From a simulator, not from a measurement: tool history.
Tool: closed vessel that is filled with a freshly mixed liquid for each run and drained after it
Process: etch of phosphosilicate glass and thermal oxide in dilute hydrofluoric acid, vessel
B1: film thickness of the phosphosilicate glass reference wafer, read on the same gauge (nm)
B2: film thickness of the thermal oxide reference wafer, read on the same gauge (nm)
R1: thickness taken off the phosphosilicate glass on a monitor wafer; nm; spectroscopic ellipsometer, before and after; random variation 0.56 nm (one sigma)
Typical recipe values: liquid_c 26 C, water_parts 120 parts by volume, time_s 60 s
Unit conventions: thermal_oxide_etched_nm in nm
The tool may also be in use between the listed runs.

Run 1, hour 0: usual settings but liquid_c 28.5 C; B1 149.98; B2 119.992. Result: R1 91.54 nm, thermal_oxide_etched_nm 2.637 nm.
Run 2, hour 27: usual settings but water_parts 140 parts by volume; B1 149.96; B2 119.994. Result: R1 69.02 nm, thermal_oxide_etched_nm 1.974 nm.
At hour 41: thermometer replaced.
At hour 49.7: hydrofluoric acid flow meter replaced.
Run 3, hour 68.8: usual settings but liquid_c 24 C, time_s 75 s; B1 149.99; B2 120.011. Result: R1 101.08 nm, thermal_oxide_etched_nm 2.848 nm.
Run 4, hour 121.3: usual settings; B1 149.98; B2 119.978. Result: R1 86.54 nm, thermal_oxide_etched_nm 2.472 nm.
Run 5, hour 175: usual settings; B1 150.01; B2 119.988. Result: R1 87.09 nm, thermal_oxide_etched_nm 2.515 nm.
Run 6, hour 217: usual settings but liquid_c 23.5 C; B1 150.01; B2 119.997. Result: R1 79.64 nm, thermal_oxide_etched_nm 2.24 nm.
Run 7, hour 267.5: usual settings but liquid_c 23.5 C; B1 150; B2 119.983. Result: R1 78.44 nm, thermal_oxide_etched_nm 2.204 nm.
Run 8, hour 292.7: usual settings; B1 150.03; B2 119.993. Result: R1 87.6 nm, thermal_oxide_etched_nm 2.471 nm.
Run 9, hour 360.3: usual settings but liquid_c 27.5 C, time_s 30 s; B1 150.03; B2 119.992. Result: R1 46.15 nm, thermal_oxide_etched_nm 1.346 nm.
Run 10, hour 400.7: usual settings; B1 150; B2 119.977. Result: R1 86.08 nm, thermal_oxide_etched_nm 2.449 nm.
At hour 439.7: gauge calibrated.
Run 11, hour 469.9: usual settings but liquid_c 22 C, water_parts 65 parts by volume, time_s 50 s; B1 150; B2 120.001. Result: R1 123.04 nm, thermal_oxide_etched_nm 3.39 nm.
Run 12, hour 500: usual settings but water_parts 155 parts by volume, time_s 90 s; B1 149.96; B2 120.011. Result: R1 96.57 nm, thermal_oxide_etched_nm 2.747 nm.
Run 13, hour 550.3: usual settings but liquid_c 30.5 C, water_parts 70 parts by volume, time_s 40 s; B1 150; B2 119.985. Result: R1 125.14 nm, thermal_oxide_etched_nm 3.51 nm.
Run 14, hour 596.1: usual settings but time_s 30 s; B1 149.99; B2 119.991. Result: R1 43.38 nm, thermal_oxide_etched_nm 1.233 nm.
Run 15, hour 630.4: usual settings but time_s 70 s; B1 150.01; B2 120.002. Result: R1 100.77 nm, thermal_oxide_etched_nm 2.881 nm.
Run 16, hour 659.6: usual settings; B1 149.96; B2 120.013. Result: R1 86.86 nm, thermal_oxide_etched_nm 2.371 nm.
Run 17, hour 714.8: usual settings but water_parts 90 parts by volume, time_s 30 s; B1 150.01; B2 120.023. Result: R1 59.79 nm, thermal_oxide_etched_nm 1.699 nm.
Run 18, hour 758.8: usual settings but liquid_c 23.5 C, water_parts 80 parts by volume; B1 150.02; B2 120.005. Result: R1 123.54 nm, thermal_oxide_etched_nm 3.616 nm.
Run 19, hour 794: usual settings; B1 149.99; B2 120.007. Result: R1 85.79 nm, thermal_oxide_etched_nm 2.481 nm.
Run 20, hour 843.1: usual settings; B1 150; B2 120.008. Result: R1 86.05 nm, thermal_oxide_etched_nm 2.432 nm.
Run 21, hour 911.7: usual settings but liquid_c 29.5 C, water_parts 160 parts by volume, time_s 75 s; B1 149.99; B2 119.993. Result: R1 87.6 nm, thermal_oxide_etched_nm 2.497 nm.
Run 22, hour 973.2: usual settings; B1 150.01; B2 120.005. Result: R1 85.32 nm, thermal_oxide_etched_nm 2.405 nm.
Run 23, hour 1024.1: usual settings; B1 149.99; B2 119.981. Result: R1 85.28 nm, thermal_oxide_etched_nm 2.469 nm.
Run 24, hour 1090.9: usual settings but water_parts 75 parts by volume, time_s 35 s; B1 149.99; B2 119.995. Result: R1 84.85 nm, thermal_oxide_etched_nm 2.364 nm.
Run 25, hour 1121.1: usual settings but water_parts 105 parts by volume, time_s 30 s; B1 149.96; B2 120.002. Result: R1 50.12 nm, thermal_oxide_etched_nm 1.422 nm.
Run 26, hour 1192.5: usual settings; B1 150.01; B2 120.001. Result: R1 84.98 nm, thermal_oxide_etched_nm 2.46 nm.

Forecast each of these 3 alternatives for the next run:
Run A, hour 1193.2: usual settings; B1 ?; B2 ?. Result: R1 ?, thermal_oxide_etched_nm ?.
Run B, hour 1193.2: usual settings but water_parts 60 parts by volume, time_s 70 s; B1 ?; B2 ?. Result: R1 ?, thermal_oxide_etched_nm ?.
Run C, hour 1193.2: usual settings but time_s 80 s; B1 ?; B2 ?. Result: R1 ?, thermal_oxide_etched_nm ?.

run      B1       B2      R1  thermal_oxide_etched_nm
  A  150.01  119.991   85.35                    2.431
  B  150.01  119.991  215.77                    6.147
  C  150.01  119.991   113.8                    3.242
Stripped of hidden state, with their random variation kept, the same runs would have yielded:
run      R1  thermal_oxide_etched_nm
  A   87.56                    2.494
  B     221                    6.296
  C  116.75                    3.326
